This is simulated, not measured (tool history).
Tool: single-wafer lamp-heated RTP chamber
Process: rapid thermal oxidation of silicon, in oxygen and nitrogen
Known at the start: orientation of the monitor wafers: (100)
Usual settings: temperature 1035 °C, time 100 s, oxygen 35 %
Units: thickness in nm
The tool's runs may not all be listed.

run    hour  temperature  time  oxygen  read-back reference wafer on the same gauge, thickness  thickness
  1     0.0         1058   100      17                                                   6.487      6.239
  2    44.9         1035   127      35                                                   6.490      7.637
  3    84.3         1035   127      35                                                   6.491      7.650
  4   109.3         1013   100      35                                                   6.490      5.888
  5   176.3         1035    65      35                                                   6.491      5.720
  6   240.8         1035   100      35                                                   6.490      6.963
  7   307.2         1035   100      35                                                   6.493      6.939
  8   356.4         1035    76      35                                                   6.485      6.202
  9   427.3         1057   100      56                                                   6.487      9.626
 10   462.9         1016    75      48                                                   6.492      6.010
      482.7  -- pyrometer window cleaned and pyrometer calibrated
 11   533.7         1017    68      17                                                   6.488      4.088
 12   605.3         1035   100      35                                                   6.488      6.884
 13   654.5         1035    78      35                                                   6.490      6.210
      679.8  -- gauge calibrated
 14   775.1         1035   100      35                                                   6.487      6.956
 15   799.8         1035   139      17                                                   6.489      6.260
 16   846.6         1023   117      35                                                   6.493      6.861
      860.0  -- oxygen flow controller replaced
 17   916.1         1046   100      25                                                   6.490      6.696
 18   978.5         1035   100      35                                                   6.492      7.010
     1086.8  -- pyrometer window cleaned and pyrometer calibrated
 19  1116.0         1026   139      17                                                   6.493      5.866

4 ways to go on from here, each from the tool as it stands after run 19. What would each give?
  A  1116.5         1035   100      35                                                       ?          ?
  B  1116.5         1025    60      17                                                       ?          ?
  C  1116.5         1047   113      54                                                       ?          ?
  D  1116.5         1035   123      17                                                       ?          ?

run  read-back reference wafer on the same gauge, thickness  thickness
  A                                                   6.493      6.856
  B                                                   6.493      4.080
  C                                                   6.493      9.182
  D                                                   6.493      5.856
Without the tool's hidden state the same runs would have given:
run  thickness
  A      6.842
  B      4.073
  C      9.163
  D      5.844

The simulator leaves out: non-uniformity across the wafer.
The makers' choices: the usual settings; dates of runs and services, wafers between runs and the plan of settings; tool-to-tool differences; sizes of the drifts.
